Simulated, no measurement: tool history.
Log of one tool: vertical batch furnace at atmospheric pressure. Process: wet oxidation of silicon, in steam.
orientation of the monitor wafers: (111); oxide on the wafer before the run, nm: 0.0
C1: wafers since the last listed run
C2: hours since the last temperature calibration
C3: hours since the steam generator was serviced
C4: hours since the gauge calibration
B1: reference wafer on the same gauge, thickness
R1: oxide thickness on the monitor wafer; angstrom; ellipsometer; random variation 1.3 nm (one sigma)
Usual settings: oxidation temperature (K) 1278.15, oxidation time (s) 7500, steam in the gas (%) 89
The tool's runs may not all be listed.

{"run": 1, "day": 0.0, "oxidation temperature (K)": 1278.15, "oxidation time (s)": 7500, "steam in the gas (%)": 89, "C1": 0, "C2": 3902.7, "C3": 3331.4, "C4": 210.2, "B1": 685.32, "R1": 7151.8}
{"run": 2, "day": 1.612, "oxidation temperature (K)": 1278.15, "oxidation time (s)": 7500, "steam in the gas (%)": 89, "C1": 521, "C2": 3941.4, "C3": 3370.1, "C4": 248.9, "B1": 685.23, "R1": 7179.5}
{"run": 3, "day": 3.667, "oxidation temperature (K)": 1261.15, "oxidation time (s)": 7500, "steam in the gas (%)": 89, "C1": 663, "C2": 3990.7, "C3": 3419.4, "C4": 298.2, "B1": 685.25, "R1": 6606.0}
{"run": 4, "day": 7.275, "oxidation temperature (K)": 1261.15, "oxidation time (s)": 7500, "steam in the gas (%)": 89, "C1": 1166, "C2": 4077.3, "C3": 3506.0, "C4": 384.8, "B1": 684.77, "R1": 6595.0}
{"run": 5, "day": 9.479, "oxidation temperature (K)": 1261.15, "oxidation time (s)": 7500, "steam in the gas (%)": 89, "C1": 712, "C2": 4130.2, "C3": 3558.9, "C4": 437.7, "B1": 684.84, "R1": 6592.6}
{"run": 6, "day": 12.95, "oxidation temperature (K)": 1278.15, "oxidation time (s)": 10440, "steam in the gas (%)": 89, "C1": 1121, "C2": 4213.5, "C3": 3642.2, "C4": 521.0, "B1": 684.38, "R1": 8627.0}
{"run": 7, "day": 17.029, "oxidation temperature (K)": 1278.15, "oxidation time (s)": 10440, "steam in the gas (%)": 89, "C1": 1318, "C2": 4311.4, "C3": 3740.1, "C4": 618.9, "B1": 684.5, "R1": 8684.0}
{"run": 8, "day": 21.242, "oxidation temperature (K)": 1278.15, "oxidation time (s)": 10440, "steam in the gas (%)": 89, "C1": 1361, "C2": 4412.5, "C3": 3841.2, "C4": 720.0, "B1": 685.46, "R1": 8683.0}
{"day": 24.104, "done": "thermocouples replaced and temperature profile calibrated"}
{"run": 9, "day": 24.125, "oxidation temperature (K)": 1278.15, "oxidation time (s)": 7500, "steam in the gas (%)": 89, "C1": 608, "C2": 0.5, "C3": 3910.4, "C4": 789.2, "B1": 685.89, "R1": 7045.1}
{"run": 10, "day": 25.371, "oxidation temperature (K)": 1278.15, "oxidation time (s)": 7500, "steam in the gas (%)": 89, "C1": 402, "C2": 30.4, "C3": 3940.3, "C4": 819.1, "B1": 684.29, "R1": 7029.7}
{"day": 30.004, "done": "steam generator serviced"}
{"run": 11, "day": 38.475, "oxidation temperature (K)": 1278.15, "oxidation time (s)": 7500, "steam in the gas (%)": 89, "C1": 3911, "C2": 344.9, "C3": 203.3, "C4": 1133.6, "B1": 685.19, "R1": 7168.8}
{"run": 12, "day": 42.538, "oxidation temperature (K)": 1272.15, "oxidation time (s)": 7500, "steam in the gas (%)": 89, "C1": 1312, "C2": 442.4, "C3": 300.8, "C4": 1231.1, "B1": 685.39, "R1": 6940.4}
{"day": 42.983, "done": "gauge calibrated"}
{"run": 13, "day": 45.304, "oxidation temperature (K)": 1278.15, "oxidation time (s)": 7500, "steam in the gas (%)": 97, "C1": 894, "C2": 508.8, "C3": 367.2, "C4": 55.7, "B1": 685.29, "R1": 7520.0}
{"run": 14, "day": 47.529, "oxidation temperature (K)": 1297.15, "oxidation time (s)": 10830, "steam in the gas (%)": 89, "C1": 719, "C2": 562.2, "C3": 420.6, "C4": 109.1, "B1": 685.0, "R1": 9528.8}
{"run": 15, "day": 49.479, "oxidation temperature (K)": 1260.15, "oxidation time (s)": 7500, "steam in the gas (%)": 89, "C1": 630, "C2": 609.0, "C3": 467.4, "C4": 155.9, "B1": 684.96, "R1": 6532.6}
{"run": 16, "day": 51.254, "oxidation temperature (K)": 1299.15, "oxidation time (s)": 4740, "steam in the gas (%)": 93, "C1": 573, "C2": 651.6, "C3": 510.0, "C4": 198.5, "B1": 685.16, "R1": 6180.0}
{"run": 17, "day": 54.121, "oxidation temperature (K)": 1254.15, "oxidation time (s)": 6090, "steam in the gas (%)": 79, "C1": 926, "C2": 720.4, "C3": 578.8, "C4": 267.3, "B1": 685.12, "R1": 5151.4}
{"run": 18, "day": 56.071, "oxidation temperature (K)": 1278.15, "oxidation time (s)": 7500, "steam in the gas (%)": 96, "C1": 630, "C2": 767.2, "C3": 625.6, "C4": 314.1, "B1": 685.21, "R1": 7458.0}
{"run": 19, "day": 58.821, "oxidation temperature (K)": 1287.15, "oxidation time (s)": 7500, "steam in the gas (%)": 89, "C1": 888, "C2": 833.2, "C3": 691.6, "C4": 380.1, "B1": 684.71, "R1": 7426.2}
{"run": 20, "day": 62.204, "oxidation temperature (K)": 1278.15, "oxidation time (s)": 7500, "steam in the gas (%)": 96, "C1": 1093, "C2": 914.4, "C3": 772.8, "C4": 461.3, "B1": 684.68, "R1": 7424.8}
{"run": 21, "day": 64.225, "oxidation temperature (K)": 1278.15, "oxidation time (s)": 7500, "steam in the gas (%)": 89, "C1": 653, "C2": 962.9, "C3": 821.3, "C4": 509.8, "B1": 684.84, "R1": 7126.8}
{"run": 22, "day": 67.362, "oxidation temperature (K)": 1296.15, "oxidation time (s)": 9240, "steam in the gas (%)": 89, "C1": 1013, "C2": 1038.2, "C3": 896.6, "C4": 585.1, "B1": 684.84, "R1": 8659.7}
{"run": 23, "day": 69.233, "oxidation temperature (K)": 1263.15, "oxidation time (s)": 10380, "steam in the gas (%)": 94, "C1": 604, "C2": 1083.1, "C3": 941.5, "C4": 630.0, "B1": 684.34, "R1": 8282.0}
{"run": 24, "day": 71.312, "oxidation temperature (K)": 1292.15, "oxidation time (s)": 4590, "steam in the gas (%)": 83, "C1": 671, "C2": 1133.0, "C3": 991.4, "C4": 679.9, "B1": 685.29, "R1": 5488.5}
{"run": 25, "day": 73.862, "oxidation temperature (K)": 1296.15, "oxidation time (s)": 3750, "steam in the gas (%)": 97, "C1": 824, "C2": 1194.2, "C3": 1052.6, "C4": 741.1, "B1": 685.04, "R1": 5444.0}

Forecast each of these 5 alternatives for the next run:
{"run": "A", "day": 74.1, "oxidation temperature (K)": 1278.15, "oxidation time (s)": 7500, "steam in the gas (%)": 89, "C1": 76, "C2": 1199.9, "C3": 1058.3, "C4": 746.8, "B1": "?", "R1": "?"}
{"run": "B", "day": 74.1, "oxidation temperature (K)": 1270.15, "oxidation time (s)": 4350, "steam in the gas (%)": 93, "C1": 76, "C2": 1199.9, "C3": 1058.3, "C4": 746.8, "B1": "?", "R1": "?"}
{"run": "C", "day": 74.1, "oxidation temperature (K)": 1254.15, "oxidation time (s)": 10140, "steam in the gas (%)": 95, "C1": 76, "C2": 1199.9, "C3": 1058.3, "C4": 746.8, "B1": "?", "R1": "?"}
{"run": "D", "day": 74.1, "oxidation temperature (K)": 1269.15, "oxidation time (s)": 3780, "steam in the gas (%)": 89, "C1": 76, "C2": 1199.9, "C3": 1058.3, "C4": 746.8, "B1": "?", "R1": "?"}
{"run": "E", "day": 74.1, "oxidation temperature (K)": 1299.15, "oxidation time (s)": 7500, "steam in the gas (%)": 77, "C1": 76, "C2": 1199.9, "C3": 1058.3, "C4": 746.8, "B1": "?", "R1": "?"}

run=A B1=684.28 R1=7105.8
run=B B1=684.28 R1=5068.8
run=C B1=684.28 R1=7838.7
run=D B1=684.28 R1=4499.2
run=E B1=684.28 R1=7185.1
Without the tool's hidden state the same runs would have given:
run=A R1=7173.1
run=B R1=5118.2
run=C R1=7913.1
run=D R1=4543.5
run=E R1=7252.5
